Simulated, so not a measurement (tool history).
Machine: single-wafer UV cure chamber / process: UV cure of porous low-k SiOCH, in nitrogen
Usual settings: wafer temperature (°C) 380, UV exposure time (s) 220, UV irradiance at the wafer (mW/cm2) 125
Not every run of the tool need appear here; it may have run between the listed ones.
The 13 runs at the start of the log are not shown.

run	hour	wafer temperature (°C)	UV exposure time (s)	UV irradiance at the wafer (mW/cm2)	wafers since the last listed run	hours since the UV bulbs were replaced	wafers since the quartz window was cleaned	loss of film thickness in the cure (%)
14	158.6	380	220	125	91	1977.0	99	14.665
15	174.0	380	220	125	235	1992.4	334	14.408
16	189.0	380	220	125	229	2007.4	563	15.078
17	195.0	392	220	125	91	2013.4	654	14.742
18	212.1	363	220	105	261	2030.5	915	13.250
19	261.1	370	295	145	748	2079.5	1664	16.514
20	275.3	366	220	111	216	2093.7	1880	13.520
21	286.4	380	265	111	169	2104.8	2050	14.817
22	296.8	362	130	99	158	2115.2	2209	10.315
# hour 312.4: UV bulbs replaced
23	312.9	361	220	157	123	0.5	2332	15.388
24	327.2	380	220	125	218	14.8	2551	14.787
25	342.6	367	220	125	235	30.2	2786	14.474
26	363.6	369	220	108	320	51.2	3107	13.309
27	370.8	366	305	150	109	58.4	3216	17.059

Estimate the outcome of run 28 from the log above:
28	385.0	380	220	125	216	72.6	3433	?

Run 28 came out at loss of film thickness in the cure (%) 14.954.
The same run, on a tool lacking any hidden state, would have yielded loss of film thickness in the cure (%) 14.954.

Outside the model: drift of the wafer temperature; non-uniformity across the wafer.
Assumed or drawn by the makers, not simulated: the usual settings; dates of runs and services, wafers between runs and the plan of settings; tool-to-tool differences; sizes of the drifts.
